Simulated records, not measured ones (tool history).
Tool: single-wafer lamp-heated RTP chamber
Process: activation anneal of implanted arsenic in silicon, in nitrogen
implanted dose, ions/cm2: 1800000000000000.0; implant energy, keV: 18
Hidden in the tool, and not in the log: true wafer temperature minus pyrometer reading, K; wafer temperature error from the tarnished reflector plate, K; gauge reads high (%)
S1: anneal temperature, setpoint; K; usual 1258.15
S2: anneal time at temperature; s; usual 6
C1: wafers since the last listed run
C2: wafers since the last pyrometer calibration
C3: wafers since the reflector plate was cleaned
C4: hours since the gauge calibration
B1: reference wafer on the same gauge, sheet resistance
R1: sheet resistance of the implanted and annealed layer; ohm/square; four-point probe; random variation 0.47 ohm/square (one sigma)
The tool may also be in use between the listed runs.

run 1 hour=0.0 | S1=1258.15 S2=6 | C1=0 C2=4335 C3=8676 C4=286.5 | B1=127.92 | R1=130.01
run 2 hour=30.4 | S1=1258.15 S2=6 | C1=733 C2=5069 C3=9409 C4=316.9 | B1=127.98 | R1=129.56
run 3 hour=43.4 | S1=1258.15 S2=6 | C1=313 C2=5382 C3=9723 C4=329.9 | B1=127.98 | R1=129.01
run 4 hour=68.9 | S1=1258.15 S2=6 | C1=615 C2=5998 C3=10339 C4=355.4 | B1=128.03 | R1=128.97
-- hour=93.8 pyrometer window cleaned and pyrometer calibrated
run 5 hour=97.5 | S1=1258.15 S2=6 | C1=497 C2=88 C3=10836 C4=384.0 | B1=128.04 | R1=133.68
run 6 hour=122.0 | S1=1258.15 S2=6 | C1=591 C2=679 C3=11427 C4=408.5 | B1=128.04 | R1=132.44
run 7 hour=157.4 | S1=1258.15 S2=6 | C1=854 C2=1533 C3=12282 C4=443.9 | B1=128.02 | R1=131.75
-- hour=174.9 reflector plate cleaned
run 8 hour=190.3 | S1=1258.15 S2=6 | C1=601 C2=2134 C3=370 C4=476.8 | B1=127.86 | R1=130.88
run 9 hour=219.1 | S1=1258.15 S2=6 | C1=695 C2=2830 C3=1065 C4=505.6 | B1=127.93 | R1=129.62
run 10 hour=235.6 | S1=1258.15 S2=6 | C1=398 C2=3228 C3=1463 C4=522.1 | B1=127.92 | R1=130.17
run 11 hour=251.0 | S1=1258.15 S2=6 | C1=371 C2=3600 C3=1835 C4=537.5 | B1=128.01 | R1=129.62
run 12 hour=280.5 | S1=1258.15 S2=6 | C1=712 C2=4312 C3=2547 C4=567.0 | B1=127.98 | R1=129.23
run 13 hour=303.0 | S1=1258.15 S2=5 | C1=543 C2=4855 C3=3090 C4=589.5 | B1=127.89 | R1=131.84
run 14 hour=324.2 | S1=1258.15 S2=8 | C1=511 C2=5366 C3=3602 C4=610.7 | B1=127.83 | R1=126.01
run 15 hour=336.4 | S1=1258.15 S2=8 | C1=294 C2=5661 C3=3896 C4=622.9 | B1=127.95 | R1=125.73
-- hour=352.9 pyrometer window cleaned and pyrometer calibrated
run 16 hour=368.8 | S1=1258.15 S2=6 | C1=588 C2=383 C3=4485 C4=655.3 | B1=128.03 | R1=133.03
run 17 hour=399.8 | S1=1258.15 S2=6 | C1=748 C2=1131 C3=5234 C4=686.3 | B1=128.17 | R1=132.26
run 18 hour=420.6 | S1=1258.15 S2=6 | C1=502 C2=1633 C3=5736 C4=707.1 | B1=127.94 | R1=131.36
run 19 hour=453.9 | S1=1243.15 S2=8 | C1=803 C2=2437 C3=6540 C4=740.4 | B1=128.00 | R1=134.25
run 20 hour=534.1 | S1=1267.15 S2=6 | C1=1935 C2=4372 C3=8475 C4=820.6 | B1=127.92 | R1=126.06
run 21 hour=547.8 | S1=1258.15 S2=4 | C1=330 C2=4703 C3=8806 C4=834.3 | B1=128.04 | R1=135.19
run 22 hour=574.4 | S1=1276.15 S2=8 | C1=642 C2=5345 C3=9448 C4=860.9 | B1=127.90 | R1=117.14
-- hour=577.9 gauge calibrated
run 23 hour=597.0 | S1=1245.15 S2=9 | C1=545 C2=5891 C3=9994 C4=19.1 | B1=128.11 | R1=130.09
-- hour=617.8 pyrometer window cleaned and pyrometer calibrated
run 24 hour=618.3 | S1=1231.15 S2=6 | C1=321 C2=10 C3=10315 C4=40.4 | B1=127.93 | R1=143.36
run 25 hour=633.7 | S1=1232.15 S2=4 | C1=371 C2=382 C3=10686 C4=55.8 | B1=127.94 | R1=144.49
run 26 hour=664.1 | S1=1273.15 S2=5 | C1=733 C2=1116 C3=11420 C4=86.2 | B1=128.06 | R1=126.99
-- hour=733.1 reflector plate cleaned
run 27 hour=756.4 | S1=1258.15 S2=3 | C1=2034 C2=3151 C3=561 C4=178.5 | B1=128.03 | R1=137.35
run 28 hour=769.9 | S1=1240.15 S2=3 | C1=325 C2=3477 C3=887 C4=192.0 | B1=128.14 | R1=142.18
run 29 hour=809.9 | S1=1258.15 S2=6 | C1=965 C2=4442 C3=1852 C4=232.0 | B1=128.07 | R1=129.08
run 30 hour=879.1 | S1=1284.15 S2=6 | C1=1670 C2=6112 C3=3523 C4=301.2 | B1=127.99 | R1=118.11
-- hour=891.7 pyrometer window cleaned and pyrometer calibrated
run 31 hour=902.9 | S1=1258.15 S2=6 | C1=381 C2=270 C3=3904 C4=325.0 | B1=128.04 | R1=132.55
run 32 hour=928.9 | S1=1267.15 S2=3 | C1=627 C2=898 C3=4532 C4=351.0 | B1=127.96 | R1=136.13
run 33 hour=945.1 | S1=1258.15 S2=9 | C1=391 C2=1289 C3=4923 C4=367.2 | B1=128.01 | R1=127.57
run 34 hour=966.0 | S1=1258.15 S2=6 | C1=504 C2=1793 C3=5427 C4=388.1 | B1=127.94 | R1=132.02
run 35 hour=988.5 | S1=1238.15 S2=7 | C1=543 C2=2337 C3=5970 C4=410.6 | B1=128.05 | R1=137.90
run 36 hour=1005.7 | S1=1258.15 S2=6 | C1=415 C2=2752 C3=6385 C4=427.8 | B1=127.86 | R1=131.49
run 37 hour=1020.3 | S1=1235.15 S2=5 | C1=352 C2=3104 C3=6738 C4=442.4 | B1=128.09 | R1=141.17

Hidden state at the last listed run before each entry between runs and at the first one after, where it differs:
Between runs 4 and 5: pyrometer window cleaned and pyrometer calibrated (hour 93.8)
  true wafer temperature minus pyrometer reading, K: 10.2 -> 1.09
  measured less the result without the state, R1: -4.23 -> -0.44 ohm/square
Between runs 7 and 8: reflector plate cleaned (hour 174.9)
  true wafer temperature minus pyrometer reading, K: 6.06 -> 7.59
  measured less the result without the state, R1: -2.51 -> -3.15 ohm/square
Between runs 15 and 16: pyrometer window cleaned and pyrometer calibrated (hour 352.9)
  true wafer temperature minus pyrometer reading, K: 10.2 -> 1.89
  measured less the result without the state, R1: -4.64 -> -0.77 ohm/square
Between runs 22 and 23: gauge calibrated (hour 577.9)
  true wafer temperature minus pyrometer reading, K: 9.5 -> 9.67
  measured less the result without the state, R1: -4.43 -> -4.31 ohm/square
Between runs 23 and 24: pyrometer window cleaned and pyrometer calibrated (hour 617.8)
  true wafer temperature minus pyrometer reading, K: 9.67 -> 1.2
  measured less the result without the state, R1: -4.31 -> -0.40 ohm/square
Between runs 26 and 27: reflector plate cleaned (hour 733.1)
  true wafer temperature minus pyrometer reading, K: 5.46 -> 9.33
  measured less the result without the state, R1: -2.25 -> -3.02 ohm/square
Between runs 30 and 31: pyrometer window cleaned and pyrometer calibrated (hour 891.7)
  true wafer temperature minus pyrometer reading, K: 10.8 -> 1.33
  measured less the result without the state, R1: -4.83 -> -0.54 ohm/square
